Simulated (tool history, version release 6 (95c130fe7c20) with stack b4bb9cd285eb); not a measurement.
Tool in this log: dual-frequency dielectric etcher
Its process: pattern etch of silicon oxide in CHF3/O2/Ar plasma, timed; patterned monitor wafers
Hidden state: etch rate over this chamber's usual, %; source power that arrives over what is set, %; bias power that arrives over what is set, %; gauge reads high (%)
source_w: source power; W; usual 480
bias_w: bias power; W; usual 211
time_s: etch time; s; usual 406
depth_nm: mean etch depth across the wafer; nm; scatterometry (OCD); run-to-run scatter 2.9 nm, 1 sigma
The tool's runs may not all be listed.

| run | day | source_w | bias_w | time_s | wafers since the last listed run | hours since the last wet clean | hours since the last source power generator calibration | hours since the last bias power generator calibration | hours since the last upper electrode change | hours since the gauge calibration | read-back reference wafer on the same gauge, depth_nm | depth_nm |
|---|---|---|---|---|---|---|---|---|---|---|---|---|
| 1 | 0 | 480 | 211 | 406 | 0 | 370.2 | 2619 | 1675.9 | 3312.4 | 1034.2 | 860.1 | 800.8 |
| 2 | 2.808 | 480 | 211 | 406 | 351 | 437.6 | 2686.4 | 1743.3 | 3379.8 | 1101.6 | 857.6 | 805.5 |
|  | 4.2 | gauge calibrated |
| 3 | 4.558 | 480 | 211 | 406 | 218 | 479.6 | 2728.4 | 1785.3 | 3421.8 | 8.6 | 858.9 | 807.5 |
| 4 | 5.917 | 480 | 211 | 406 | 169 | 512.2 | 2761 | 1817.9 | 3454.4 | 41.2 | 857.7 | 796.7 |
| 5 | 7.021 | 480 | 211 | 406 | 138 | 538.7 | 2787.5 | 1844.4 | 3480.9 | 67.7 | 859.1 | 806.6 |
|  | 10.454 | wet clean of the chamber |
| 6 | 10.475 | 480 | 211 | 406 | 307 | 0.5 | 2870.4 | 1927.3 | 3563.8 | 150.6 | 858.5 | 805.9 |
| 7 | 12.608 | 480 | 211 | 406 | 266 | 51.7 | 2921.6 | 1978.5 | 3615 | 201.8 | 857.9 | 802.9 |
| 8 | 15.254 | 360 | 211 | 370.5 | 331 | 115.2 | 2985.1 | 2042 | 3678.5 | 265.3 | 859.5 | 654 |
| 9 | 18.05 | 480 | 211 | 406 | 349 | 182.3 | 3052.2 | 2109.1 | 3745.6 | 332.4 | 859.6 | 807.8 |
| 10 | 20.733 | 480 | 211 | 406 | 335 | 246.7 | 3116.6 | 2173.5 | 3810 | 396.8 | 858.9 | 807.2 |
| 11 | 21.971 | 480 | 211 | 406 | 154 | 276.4 | 3146.3 | 2203.2 | 3839.7 | 426.5 | 859.9 | 803.1 |
|  | 27.783 | source power generator calibrated |
| 12 | 29.796 | 560 | 234 | 316.5 | 958 | 464.2 | 48.3 | 2391 | 4027.5 | 614.3 | 859.1 | 681.7 |
| 13 | 32.567 | 480 | 229 | 406 | 346 | 530.7 | 114.8 | 2457.5 | 4094 | 680.8 | 859.4 | 821.9 |
| 14 | 34.279 | 480 | 211 | 406 | 214 | 571.8 | 155.9 | 2498.6 | 4135.1 | 721.9 | 859 | 801.1 |
|  | 36.571 | wet clean of the chamber |
| 15 | 36.592 | 370 | 227 | 440.5 | 164 | 0.5 | 211.4 | 2554.1 | 4190.6 | 777.4 | 857 | 799.2 |
|  | 38.258 | upper electrode replaced |
| 16 | 38.279 | 480 | 196 | 481 | 86 | 41 | 251.9 | 2594.6 | 0.5 | 817.9 | 860.2 | 932.8 |
| 17 | 40.333 | 380 | 211 | 359 | 257 | 90.3 | 301.2 | 2643.9 | 49.8 | 867.2 | 858.4 | 646.6 |
| 18 | 42.375 | 590 | 193 | 406 | 255 | 139.3 | 350.2 | 2692.9 | 98.8 | 916.2 | 860.7 | 856.8 |
| 19 | 45.342 | 400 | 196 | 406 | 371 | 210.5 | 421.4 | 2764.1 | 170 | 987.4 | 858.7 | 731.3 |
| 20 | 47.071 | 480 | 193 | 293 | 216 | 252 | 462.9 | 2805.6 | 211.5 | 1028.9 | 858 | 566.1 |
|  | 49.871 | bias power generator calibrated |
| 21 | 50.067 | 480 | 211 | 406 | 353 | 323.9 | 534.8 | 4.7 | 283.4 | 1100.8 | 861.1 | 802.3 |
| 22 | 57.504 | 530 | 175 | 508.5 | 930 | 502.4 | 713.3 | 183.2 | 461.9 | 1279.3 | 861 | 1002.7 |
| 23 | 58.821 | 480 | 184 | 406 | 164 | 534 | 744.9 | 214.8 | 493.5 | 1310.9 | 858.8 | 774.9 |
| 24 | 61.554 | 400 | 211 | 496 | 342 | 599.6 | 810.5 | 280.4 | 559.1 | 1376.5 | 856.9 | 905.7 |
|  | 62.579 | gauge calibrated |
|  | 64.275 | wet clean of the chamber |
| 25 | 64.296 | 370 | 167 | 329.5 | 217 | 0.5 | 876.3 | 346.2 | 624.9 | 41.2 | 859 | 555.4 |
| 26 | 66.354 | 480 | 164 | 406 | 257 | 49.9 | 925.7 | 395.6 | 674.3 | 90.6 | 858.9 | 755.5 |
| 27 | 67.904 | 570 | 246 | 340.5 | 193 | 87.1 | 962.9 | 432.8 | 711.5 | 127.8 | 859.6 | 755 |
| 28 | 69.025 | 480 | 181 | 406 | 140 | 114 | 989.8 | 459.7 | 738.4 | 154.7 | 859.2 | 773.1 |
| 29 | 71.967 | 510 | 189 | 501 | 368 | 184.6 | 1060.4 | 530.3 | 809 | 225.3 | 858.3 | 990.2 |
| 30 | 74.454 | 520 | 249 | 443 | 311 | 244.3 | 1120.1 | 590 | 868.7 | 285 | 858.7 | 939.6 |

Across each entry between runs, compare the hidden state at the last listed run before it with the hidden state at the first listed run after it:
Logged between run 2 and run 3: gauge calibrated (day 4.2)
  both runs share identical hidden conditions
Logged between run 5 and run 6: wet clean of the chamber (day 10.454)
  both runs share identical hidden conditions
Logged between run 11 and run 12: source power generator calibrated (day 27.783)
  both runs share identical hidden conditions
Logged between run 14 and run 15: wet clean of the chamber (day 36.571)
  both runs share identical hidden conditions
Logged between run 15 and run 16: upper electrode replaced (day 38.258)
  both runs share identical hidden conditions
Logged between run 20 and run 21: bias power generator calibrated (day 49.871)
  both runs share identical hidden conditions
Logged between run 24 and run 25: gauge calibrated (day 62.579); wet clean of the chamber (day 64.275)
  both runs share identical hidden conditions
